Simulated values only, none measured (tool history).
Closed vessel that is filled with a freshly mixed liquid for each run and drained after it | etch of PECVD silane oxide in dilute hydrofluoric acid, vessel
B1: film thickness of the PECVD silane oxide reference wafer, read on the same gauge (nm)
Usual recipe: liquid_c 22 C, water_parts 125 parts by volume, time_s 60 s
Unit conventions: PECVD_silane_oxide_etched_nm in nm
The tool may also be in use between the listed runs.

{"run": 1, "hour": 0.0, "liquid_c": 22, "water_parts": 125, "time_s": 60, "B1": 89.98, "PECVD_silane_oxide_etched_nm": 7.09}
{"run": 2, "hour": 63.4, "liquid_c": 22, "water_parts": 125, "time_s": 60, "B1": 90, "PECVD_silane_oxide_etched_nm": 7.05}
{"run": 3, "hour": 146.1, "liquid_c": 22, "water_parts": 125, "time_s": 60, "B1": 90.01, "PECVD_silane_oxide_etched_nm": 7.05}
{"run": 4, "hour": 215.5, "liquid_c": 22, "water_parts": 125, "time_s": 60, "B1": 90.01, "PECVD_silane_oxide_etched_nm": 7.11}
{"run": 5, "hour": 318.2, "liquid_c": 22, "water_parts": 125, "time_s": 60, "B1": 89.98, "PECVD_silane_oxide_etched_nm": 7.11}
{"run": 6, "hour": 377.9, "liquid_c": 22, "water_parts": 105, "time_s": 60, "B1": 90, "PECVD_silane_oxide_etched_nm": 8.64}
{"hour": 384.9, "done": "hydrofluoric acid flow meter replaced"}
{"run": 7, "hour": 476.2, "liquid_c": 22, "water_parts": 105, "time_s": 60, "B1": 89.98, "PECVD_silane_oxide_etched_nm": 8.04}
{"hour": 514.9, "done": "gauge calibrated"}
{"run": 8, "hour": 532.9, "liquid_c": 22, "water_parts": 125, "time_s": 60, "B1": 90, "PECVD_silane_oxide_etched_nm": 6.55}
{"run": 9, "hour": 629.1, "liquid_c": 22, "water_parts": 125, "time_s": 60, "B1": 90, "PECVD_silane_oxide_etched_nm": 6.62}
{"run": 10, "hour": 680.6, "liquid_c": 19.5, "water_parts": 125, "time_s": 60, "B1": 89.98, "PECVD_silane_oxide_etched_nm": 5.93}
{"run": 11, "hour": 727.1, "liquid_c": 20.5, "water_parts": 95, "time_s": 60, "B1": 89.98, "PECVD_silane_oxide_etched_nm": 8.41}
{"hour": 812.1, "done": "thermometer replaced"}
{"run": 12, "hour": 832.4, "liquid_c": 18, "water_parts": 155, "time_s": 80, "B1": 89.99, "PECVD_silane_oxide_etched_nm": 6.21}
{"run": 13, "hour": 881.0, "liquid_c": 18.5, "water_parts": 125, "time_s": 40, "B1": 90.02, "PECVD_silane_oxide_etched_nm": 4.04}
{"run": 14, "hour": 988.1, "liquid_c": 24, "water_parts": 90, "time_s": 30, "B1": 90, "PECVD_silane_oxide_etched_nm": 5.46}
{"run": 15, "hour": 1071.3, "liquid_c": 22, "water_parts": 180, "time_s": 60, "B1": 89.98, "PECVD_silane_oxide_etched_nm": 4.54}
{"run": 16, "hour": 1145.6, "liquid_c": 26, "water_parts": 155, "time_s": 60, "B1": 90.02, "PECVD_silane_oxide_etched_nm": 6.33}

A few steps of PECVD_silane_oxide_etched_nm between consecutive runs. Split each: what settings, incoming material and random variation would produce without the hidden state, and what is left over for the hidden state, along with gauge scatter present in only one of the two compared results (measured, and without hidden state):
Hidden state at play: liquid colder than its thermometer reads (K); hydrofluoric acid flow above the setpoint (%); gauge reads high (%).
Run 6 -> 7: hydrofluoric acid flow meter replaced. PECVD_silane_oxide_etched_nm -0.6 nm: hidden state -0.62, all else +0.02.
Run 10 -> 11: liquid_c 19.5 -> 20.5, water_parts 125 -> 95. PECVD_silane_oxide_etched_nm +2.48 nm: hidden state -0.09, all else +2.57.
